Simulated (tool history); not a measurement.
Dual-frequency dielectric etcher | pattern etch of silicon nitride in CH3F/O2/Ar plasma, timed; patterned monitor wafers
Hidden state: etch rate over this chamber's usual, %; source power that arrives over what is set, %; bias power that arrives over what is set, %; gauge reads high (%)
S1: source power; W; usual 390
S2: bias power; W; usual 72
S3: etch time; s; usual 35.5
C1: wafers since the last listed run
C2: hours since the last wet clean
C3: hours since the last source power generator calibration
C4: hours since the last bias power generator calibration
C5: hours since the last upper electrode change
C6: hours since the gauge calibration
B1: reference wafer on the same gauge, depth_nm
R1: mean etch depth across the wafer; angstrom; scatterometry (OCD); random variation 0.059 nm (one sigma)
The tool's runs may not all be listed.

run   hour   S1  S2    S3    C1     C2      C3      C4      C5     C6     B1     R1
  1      0  420  65  35.5     0   16.9  1384.2  1266.8  2401.8  429.3   23.5    233
  2   30.2  420  65  35.5   525   47.1  1414.4    1297    2432  459.5  23.51  234.1
  3   64.2  360  72  28.5   591   81.1  1448.4    1331    2466  493.5   23.5  176.7
  4   88.8  360  72  28.5   427  105.7    1473  1355.6  2490.6  518.1  23.51  176.9
  5  275.4  360  72  35.5  3243  292.3  1659.6  1542.2  2677.2  704.7  23.52  218.2
  6  317.8  420  72  35.5   737  334.7    1702  1584.6  2719.6  747.1  23.49  238.4
  7  349.7  390  72  35.5   554  366.6  1733.9  1616.5  2751.5    779   23.5  228.4
     358.3  -- gauge calibrated
  8  389.8  390  72  35.5   697  406.7    1774  1656.6  2791.6   31.5   23.5  229.3
  9  418.4  390  72  35.5   497  435.3  1802.6  1685.2  2820.2   60.1  23.49  228.6
 10  453.4  350  72  25.5   608  470.3  1837.6  1720.2  2855.2   95.1   23.5  154.5
     487.4  -- bias power generator calibrated
 11  487.9  390  72  35.5   530  504.8  1872.1     0.5  2889.7  129.6  23.52    228
 12  510.7  360  72  39.5   396  527.6  1894.9    23.3  2912.5  152.4   23.5  242.9
     531.6  -- source power generator calibrated
     546.8  -- wet clean of the chamber
 13  572.9  390  72  35.5   748   26.1    41.3    85.5  2974.7  214.6  23.49  224.7
 14    630  390  72  35.5   992   83.2    98.4   142.6  3031.8  271.7  23.51  225.3
     697.1  -- upper electrode replaced
 15  697.6  390  61  35.5   757  150.8     166   210.2     0.5  339.3   23.5  215.1
     724.4  -- wet clean of the chamber, repeated, since the last time left the tool worse
 16  727.2  300  72    39    97    2.8   195.6   239.8    30.1  368.9  23.48  216.5
 17  786.9  300  72  28.5  1037   62.5   255.3   299.5    89.8  428.6   23.5  158.5
 18  849.5  450  86  35.5  1088  125.1   317.9   362.1   152.4  491.2  23.51  256.3
 19  910.7  470  81    39  1063  186.3   379.1   423.3   213.6  552.4   23.5  282.5

Forecast each of these 3 alternatives for the next run:
  A  911.1  390  72    39   6  186.7  379.5  423.7  214  552.8   ?   ?
  B  911.1  390  78    41   6  186.7  379.5  423.7  214  552.8   ?   ?
  C  911.1  470  62  27.5   6  186.7  379.5  423.7  214  552.8   ?   ?

run     B1     R1
  A  23.49  251.8
  B  23.49  269.7
  C  23.49  189.3
Without the tool's hidden state the same runs would have given:
run     R1
  A  253.4
  B  271.4
  C  190.5
